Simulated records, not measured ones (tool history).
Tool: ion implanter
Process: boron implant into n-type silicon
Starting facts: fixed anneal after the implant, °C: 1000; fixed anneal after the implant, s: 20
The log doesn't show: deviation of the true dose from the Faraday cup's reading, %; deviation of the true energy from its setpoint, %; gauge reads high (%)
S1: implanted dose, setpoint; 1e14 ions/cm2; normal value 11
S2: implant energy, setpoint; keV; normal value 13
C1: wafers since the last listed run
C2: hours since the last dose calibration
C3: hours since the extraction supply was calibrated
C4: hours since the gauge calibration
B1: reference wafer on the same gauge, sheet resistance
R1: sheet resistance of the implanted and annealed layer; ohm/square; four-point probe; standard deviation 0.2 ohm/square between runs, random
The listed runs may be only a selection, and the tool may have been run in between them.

Run 1, hour 0: usual settings but S1 10.03 1e14 ions/cm2; C1 0; C2 897.4; C3 1641.7; C4 319.7; B1 130.04. Result: R1 124.67 ohm/square.
Run 2, hour 67.2: usual settings but S1 10.03 1e14 ions/cm2; C1 2456; C2 964.6; C3 1708.9; C4 386.9; B1 130.03. Result: R1 124.41 ohm/square.
At hour 76.5: Faraday cup replaced and dose calibrated.
Run 3, hour 170: usual settings but S2 16.5 keV; C1 3464; C2 93.5; C3 1811.7; C4 489.7; B1 129.96. Result: R1 113.75 ohm/square.
Run 4, hour 270.7: usual settings but S1 9.46 1e14 ions/cm2; C1 3680; C2 194.2; C3 1912.4; C4 590.4; B1 129.92. Result: R1 131.29 ohm/square.
Run 5, hour 338.5: usual settings but S1 9.46 1e14 ions/cm2; C1 2478; C2 262; C3 1980.2; C4 658.2; B1 129.97. Result: R1 131.35 ohm/square.
Run 6, hour 400.7: usual settings but S1 9.46 1e14 ions/cm2; C1 2273; C2 324.2; C3 2042.4; C4 720.4; B1 129.94. Result: R1 131.15 ohm/square.
Run 7, hour 447.4: usual settings; C1 1706; C2 370.9; C3 2089.1; C4 767.1; B1 129.91. Result: R1 118.16 ohm/square.
Run 8, hour 525.9: usual settings; C1 2869; C2 449.4; C3 2167.6; C4 845.6; B1 130. Result: R1 117.9 ohm/square.
Run 9, hour 616.6: usual settings; C1 3315; C2 540.1; C3 2258.3; C4 936.3; B1 130.1. Result: R1 118.19 ohm/square.
Run 10, hour 713.3: usual settings but S2 15 keV; C1 3534; C2 636.8; C3 2355; C4 1033; B1 130.01. Result: R1 114.5 ohm/square.
Run 11, hour 763.7: usual settings but S1 11.99 1e14 ions/cm2, S2 10 keV; C1 1842; C2 687.2; C3 2405.4; C4 1083.4; B1 130.07. Result: R1 119.96 ohm/square.
At hour 800.9: extraction supply calibrated.
Run 12, hour 831.5: usual settings but S1 11.99 1e14 ions/cm2, S2 10 keV; C1 2185; C2 755; C3 30.6; C4 1151.2; B1 130.05. Result: R1 118.83 ohm/square.
Run 13, hour 936: usual settings; C1 3819; C2 859.5; C3 135.1; C4 1255.7; B1 129.96. Result: R1 116.91 ohm/square.
Run 14, hour 982.2: usual settings; C1 1688; C2 905.7; C3 181.3; C4 1301.9; B1 129.86. Result: R1 116.57 ohm/square.
At hour 998.8: Faraday cup replaced and dose calibrated.
Run 15, hour 1044.2: usual settings but S2 12 keV; C1 1973; C2 45.4; C3 243.3; C4 1363.9; B1 129.92. Result: R1 119.9 ohm/square.
Run 16, hour 1112.5: usual settings; C1 2496; C2 113.7; C3 311.6; C4 1432.2; B1 130.12. Result: R1 117.88 ohm/square.
At hour 1143.6: gauge calibrated.
Run 17, hour 1166.5: usual settings; C1 1973; C2 167.7; C3 365.6; C4 22.9; B1 130.02. Result: R1 118.02 ohm/square.
Run 18, hour 1242.9: usual settings but S1 13.83 1e14 ions/cm2, S2 11.5 keV; C1 2792; C2 244.1; C3 442; C4 99.3; B1 130.01. Result: R1 107.64 ohm/square.
Run 19, hour 1312.2: usual settings; C1 2532; C2 313.4; C3 511.3; C4 168.6; B1 130.09. Result: R1 117.77 ohm/square.
Run 20, hour 1382: usual settings; C1 2551; C2 383.2; C3 581.1; C4 238.4; B1 129.99. Result: R1 117.34 ohm/square.
Run 21, hour 1489.1: usual settings; C1 3914; C2 490.3; C3 688.2; C4 345.5; B1 129.95. Result: R1 117.54 ohm/square.
Run 22, hour 1587.4: usual settings but S1 7.84 1e14 ions/cm2, S2 17 keV; C1 3592; C2 588.6; C3 786.5; C4 443.8; B1 130.01. Result: R1 145.72 ohm/square.
Run 23, hour 1633.2: usual settings but S1 14.14 1e14 ions/cm2, S2 14.5 keV; C1 1673; C2 634.4; C3 832.3; C4 489.6; B1 130.06. Result: R1 98.78 ohm/square.
Run 24, hour 1707.8: usual settings but S2 8.5 keV; C1 2726; C2 709; C3 906.9; C4 564.2; B1 130.05. Result: R1 130.78 ohm/square.
Run 25, hour 1784.8: usual settings; C1 2814; C2 786; C3 983.9; C4 641.2; B1 130. Result: R1 116.96 ohm/square.
Run 26, hour 1889.1: usual settings; C1 3812; C2 890.3; C3 1088.2; C4 745.5; B1 129.92. Result: R1 116.93 ohm/square.
Run 27, hour 1938.1: usual settings but S1 8.62 1e14 ions/cm2, S2 10.5 keV; C1 1790; C2 939.3; C3 1137.2; C4 794.5; B1 129.93. Result: R1 143.64 ohm/square.
At hour 1967.6: Faraday cup replaced and dose calibrated.
Run 28, hour 1988.1: usual settings but S1 8.67 1e14 ions/cm2, S2 9.5 keV; C1 1535; C2 20.5; C3 1187.2; C4 844.5; B1 130.02. Result: R1 148.59 ohm/square.
Run 29, hour 2027.7: usual settings but S1 8.97 1e14 ions/cm2, S2 11.5 keV; C1 1447; C2 60.1; C3 1226.8; C4 884.1; B1 129.89. Result: R1 140.08 ohm/square.
Run 30, hour 2066.7: usual settings but S1 8.27 1e14 ions/cm2; C1 1425; C2 99.1; C3 1265.8; C4 923.1; B1 130. Result: R1 145.91 ohm/square.

Expected results for the next run?
Run 31, hour 2114.6: usual settings but S1 7.71 1e14 ions/cm2, S2 14.5 keV; C1 1750; C2 147; C3 1313.7; C4 971; B1 ?. Result: R1 ?.

{"run 31": {"B1": 130.05, "R1": 152.77}}
Were there no unlogged condition in the tool, this run, its random variation unchanged, would have produced R1 152.49 ohm/square.
